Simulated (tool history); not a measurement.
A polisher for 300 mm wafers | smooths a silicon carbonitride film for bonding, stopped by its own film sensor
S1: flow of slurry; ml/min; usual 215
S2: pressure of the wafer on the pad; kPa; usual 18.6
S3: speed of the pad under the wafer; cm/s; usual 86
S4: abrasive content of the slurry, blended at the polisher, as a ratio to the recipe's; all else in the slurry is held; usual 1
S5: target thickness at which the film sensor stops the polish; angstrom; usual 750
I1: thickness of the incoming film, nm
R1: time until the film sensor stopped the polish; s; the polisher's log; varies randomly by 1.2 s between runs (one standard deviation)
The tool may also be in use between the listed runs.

run   hour   S1    S2   S3    S4   S5     I1     R1
  1      0  215  18.6   86     1  750  100.9   82.5
        36  -- slurry blender recalibrated
  2   71.2  215  18.6   86     1  750  100.1     86
      97.6  -- worn pad replaced by a new one
  3  197.3  215  18.6   86     1  750  102.2   86.1
     249.1  -- slurry nozzle cleaned
  4  262.1  215  18.6   86     1  750  101.1   82.8
  5  294.6  215  18.6   86     1  750  101.4   88.3
     310.6  -- worn pad replaced by a new one
  6  338.8  215  18.6   86     1  690     98   90.5
     373.4  -- slurry blender recalibrated
  7  373.9  215    20   86     1  750   99.3   73.1
  8  416.5  215    20   86     1  750   99.6   75.9
  9  470.9  215    20   86     1  750   99.2   76.7
     516.9  -- worn pad replaced by a new one
 10    540  150  18.6   86   1.2  750   99.2     68
       567  -- slurry nozzle cleaned
 11  608.8  215  14.5   86     1  750   99.3   93.2
     667.9  -- head pressure recalibrated
 12  678.9  240  18.6   74   0.7  830   98.5   79.7
 13  709.6  215  18.6   86     1  750  101.3   89.2
     723.3  -- worn pad replaced by a new one
     738.9  -- slurry blender recalibrated
 14  756.5  215  18.6   94     1  800  100.9   60.7
 15  827.8  180  18.6  102     1  750     99   67.2
     863.6  -- slurry nozzle cleaned
 16  872.1  215  18.6   86  0.75  690   99.5  128.6
 17  938.8  215  12.4   86     1  750   99.7  111.3
     945.8  -- worn pad replaced by a new one
 18  982.7  215  18.6   86     1  750   99.7   75.5

3 ways to go on from here, each from the tool as it stands after run 18. What would each give?
  A  983.1  215  18.6  86   1  820  99.5   ?
  B  983.1  265  18.6  66   1  720  99.5   ?
  C  983.1  155  18.6  86   1  680  99.5   ?

run     R1
  A   55.3
  B  105.6
  C  102.6
Without the tool's unlogged condition, the same runs would have read:
run     R1
  A   53.7
  B  102.5
  C   99.7
